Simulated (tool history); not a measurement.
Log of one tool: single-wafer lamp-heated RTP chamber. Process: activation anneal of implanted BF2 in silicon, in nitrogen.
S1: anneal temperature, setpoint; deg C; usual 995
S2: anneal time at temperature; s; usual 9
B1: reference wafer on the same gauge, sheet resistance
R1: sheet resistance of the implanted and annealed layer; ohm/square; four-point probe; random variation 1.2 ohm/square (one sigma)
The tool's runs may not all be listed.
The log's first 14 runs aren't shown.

Run 15, hour 377.6: usual settings; B1 203.95. Result: R1 186.98 ohm/square.
Run 16, hour 406.9: usual settings; B1 204.34. Result: R1 184.64 ohm/square.
Run 17, hour 431.3: usual settings; B1 204.22. Result: R1 185.98 ohm/square.
Run 18, hour 456: usual settings; B1 204.01. Result: R1 185.02 ohm/square.
Run 19, hour 487.1: usual settings but S1 1019 deg C, S2 7 s; B1 204.14. Result: R1 169.83 ohm/square.
Run 20, hour 509.3: usual settings; B1 203.97. Result: R1 183.29 ohm/square.
Run 21, hour 539: usual settings but S1 980 deg C, S2 8 s; B1 204.04. Result: R1 200.35 ohm/square.
Run 22, hour 573.8: usual settings but S1 1013 deg C, S2 5 s; B1 204.17. Result: R1 179.07 ohm/square.
Run 23, hour 591.5: usual settings but S1 972 deg C, S2 5 s; B1 204.04. Result: R1 214.82 ohm/square.
At hour 623.1: reflector plate cleaned.
Run 24, hour 623.6: usual settings; B1 204.03. Result: R1 191.99 ohm/square.
Run 25, hour 638: usual settings but S2 14 s; B1 203.76. Result: R1 181.31 ohm/square.
Run 26, hour 671.6: usual settings; B1 204.03. Result: R1 187.67 ohm/square.
At hour 699.2: pyrometer window cleaned and pyrometer calibrated.
Run 27, hour 703.2: usual settings but S1 1019 deg C, S2 10 s; B1 204.03. Result: R1 172.95 ohm/square.
Run 28, hour 718.3: usual settings but S1 1013 deg C; B1 203.9. Result: R1 178.41 ohm/square.
At hour 719.5: gauge calibrated.
Run 29, hour 733.1: usual settings; B1 203.84. Result: R1 193.68 ohm/square.
Run 30, hour 767.5: usual settings but S2 7 s; B1 203.99. Result: R1 195.77 ohm/square.
Run 31, hour 799.4: usual settings but S1 975 deg C; B1 203.98. Result: R1 214.52 ohm/square.
Run 32, hour 828.3: usual settings; B1 204.29. Result: R1 189.4 ohm/square.
Run 33, hour 850.6: usual settings but S1 1013 deg C, S2 11 s; B1 204.01. Result: R1 170.18 ohm/square.

The next listed run, before its measurement:
Run 34, hour 866.8: usual settings but S1 987 deg C, S2 13 s; B1 ?. Result: R1 ?.

Run 34 gave B1 203.89, R1 188.04 ohm/square.
Without the tool's hidden state the same run would have given R1 203.11 ohm/square.
